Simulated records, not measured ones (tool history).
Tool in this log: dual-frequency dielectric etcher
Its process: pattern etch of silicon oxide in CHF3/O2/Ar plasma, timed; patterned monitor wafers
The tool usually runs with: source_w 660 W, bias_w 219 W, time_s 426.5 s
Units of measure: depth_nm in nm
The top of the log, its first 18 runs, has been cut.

run,hour,source_w,bias_w,time_s,wafers since the last listed run,hours since the last wet clean,hours since the last source power generator calibration,hours since the last bias power generator calibration,hours since the last upper electrode change,hours since the gauge calibration,"read-back reference wafer on the same gauge, depth_nm",depth_nm
# hour 1415.5: source power generator calibrated
19,1515.8,660,247,426.5,539,320.7,100.3,400.9,701.6,1527.4,784.2,921.9
20,1595.5,660,240,349,223,400.4,180,480.6,781.3,1607.1,786.4,744.9
21,1690.6,570,199,310,266,495.5,275.1,575.7,876.4,1702.2,784.6,591.7
# hour 1714.9: gauge calibrated
# hour 1721.3: wet clean of the chamber
22,1784.1,790,246,426.5,194,62.8,368.6,669.2,969.9,69.2,784.6,1015.7
23,1887.2,770,219,426.5,288,165.9,471.7,772.3,1073,172.3,784.8,968.8
24,1963,660,241,533.5,212,241.7,547.5,848.1,1148.8,248.1,784.6,1144.9
25,2057.1,820,269,372.5,263,335.8,641.6,942.2,1242.9,342.2,786,906.4
26,2093.1,660,219,426.5,100,371.8,677.6,978.2,1278.9,378.2,783.9,896.7
27,2167.4,660,219,426.5,208,446.1,751.9,1052.5,1353.2,452.5,782.8,897.2
# hour 2273.8: wet clean of the chamber
28,2274.3,660,219,550.5,232,0.5,858.8,1159.4,1460.1,559.4,786,1140.9
29,2337.6,520,255,349.5,177,63.8,922.1,1222.7,1523.4,622.7,785.3,673.2
30,2414.4,660,219,473,215,140.6,998.9,1299.5,1600.2,699.5,783.6,987.1

Below are 3 alternative next runs, each starting from the tool's condition after run 30. Predict each:
A,2414.9,810,219,426.5,1,141.1,999.4,1300,1600.7,700,?,?
B,2414.9,590,271,492.5,1,141.1,999.4,1300,1600.7,700,?,?
C,2414.9,550,169,315.5,1,141.1,999.4,1300,1600.7,700,?,?

run,"read-back reference wafer on the same gauge, depth_nm",depth_nm
A,786,985.3
B,786,1030.4
C,786,569.5
Stripped of hidden state, with their random variation kept, the same runs would have yielded:
run,depth_nm
A,985.3
B,1030.4
C,569.5

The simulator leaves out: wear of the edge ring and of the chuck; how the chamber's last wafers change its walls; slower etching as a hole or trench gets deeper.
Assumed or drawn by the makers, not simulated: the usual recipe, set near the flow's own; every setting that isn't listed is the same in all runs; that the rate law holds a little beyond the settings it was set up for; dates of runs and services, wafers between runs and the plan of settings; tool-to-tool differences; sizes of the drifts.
